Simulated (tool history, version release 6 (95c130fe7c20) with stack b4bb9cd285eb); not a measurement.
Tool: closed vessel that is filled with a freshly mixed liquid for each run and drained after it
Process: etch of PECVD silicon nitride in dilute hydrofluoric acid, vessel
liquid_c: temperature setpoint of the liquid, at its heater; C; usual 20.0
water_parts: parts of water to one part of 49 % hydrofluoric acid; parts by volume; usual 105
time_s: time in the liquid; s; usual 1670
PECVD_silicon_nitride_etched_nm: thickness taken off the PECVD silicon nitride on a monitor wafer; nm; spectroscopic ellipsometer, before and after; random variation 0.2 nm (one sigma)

run	hour	liquid_c	water_parts	time_s	wafers since the last listed run	hours since the thermometer was replaced	hours since the hydrofluoric acid flow meter was replaced	hours since the gauge calibration	read-back film thickness of the PECVD silicon nitride reference wafer, read on the same gauge (nm)	PECVD_silicon_nitride_etched_nm
1	0.0	20.0	105	1670	0	1125.8	459.7	418.0	150.01	21.28
2	25.9	20.0	105	1670	918	1151.7	485.6	443.9	149.99	21.25
# hour 32.3: thermometer replaced
3	91.9	20.0	105	1670	2304	59.6	551.6	509.9	149.97	24.07
4	139.3	20.0	120	1065	1680	107.0	599.0	557.3	150.03	13.46
# hour 280.6: hydrofluoric acid flow meter replaced
5	344.1	20.0	105	1670	7224	311.8	63.5	762.1	149.98	23.17
6	391.6	20.0	105	1670	1683	359.3	111.0	809.6	149.97	22.97
7	438.0	20.0	105	1670	1644	405.7	157.4	856.0	149.98	23.12
8	496.8	20.0	105	1670	2084	464.5	216.2	914.8	149.99	22.83
9	619.0	20.0	105	1670	4331	586.7	338.4	1037.0	150.00	22.89
10	673.2	20.0	105	1670	1921	640.9	392.6	1091.2	149.97	22.29
11	718.9	20.0	105	1670	1619	686.6	438.3	1136.9	149.98	22.28
12	747.4	23.0	150	2300	1010	715.1	466.8	1165.4	150.00	26.69
13	790.2	20.0	105	1670	1517	757.9	509.6	1208.2	150.00	22.08
14	818.3	17.0	125	1670	996	786.0	537.7	1236.3	150.00	15.49
15	881.8	20.0	105	1670	2250	849.5	601.2	1299.8	150.03	21.87
# hour 900.3: thermometer replaced
16	916.7	20.0	105	1670	1201	16.4	636.1	1334.7	150.06	24.22
17	961.8	17.0	65	2295	1598	61.5	681.2	1379.8	150.05	42.39
18	986.7	23.5	135	1130	882	86.4	706.1	1404.7	150.00	16.16
# hour 991.4: hydrofluoric acid flow meter replaced
# hour 1156.2: gauge calibrated
19	1167.6	22.0	135	1930	6377	267.3	176.2	11.4	149.97	24.33
20	1228.0	20.0	105	1670	2141	327.7	236.6	71.8	149.99	23.32
21	1267.3	17.0	90	1285	1393	367.0	275.9	111.1	150.02	17.18
22	1328.8	20.0	105	1670	2180	428.5	337.4	172.6	150.00	22.84
23	1388.3	20.0	75	1670	2109	488.0	396.9	232.1	149.98	31.86
24	1421.7	20.0	105	1670	1183	521.4	430.3	265.5	149.99	23.21
25	1490.7	17.0	105	2405	2445	590.4	499.3	334.5	150.03	26.76
26	1522.3	24.0	85	1230	1120	622.0	530.9	366.1	149.99	27.15
27	1577.5	20.0	105	2585	1956	677.2	586.1	421.3	149.98	35.09
28	1632.0	17.0	105	2395	1931	731.7	640.6	475.8	149.99	26.09
29	1663.5	23.5	105	1670	1116	763.2	672.1	507.3	150.01	28.53
30	1727.2	23.0	105	1345	2258	826.9	735.8	571.0	150.03	22.03
31	1767.1	20.0	105	1670	1414	866.8	775.7	610.9	150.00	22.10
32	1806.4	22.5	140	1400	1393	906.1	815.0	650.2	149.95	16.28

Measured less the same run without the tool's hidden state. The same run-to-run variation is in both; the gauge's scatter may not be:
The hidden state here: liquid colder than its thermometer reads (K); hydrofluoric acid flow below the setpoint (%); gauge reads high (%).
run	PECVD_silicon_nitride_etched_nm
1	-3.06
2	-3.13
3	-0.18
4	-0.17
5	-0.82
6	-0.92
7	-1.05
8	-1.18
9	-1.50
10	-1.60
11	-1.72
12	-2.05
13	-1.89
14	-1.40
15	-2.10
16	-0.06
17	-0.34
18	-0.16
19	-0.70
20	-0.86
21	-0.72
22	-1.09
23	-1.76
24	-1.35
25	-1.82
26	-1.85
27	-2.65
28	-2.20
29	-2.37
30	-1.99
31	-2.17
32	-1.61
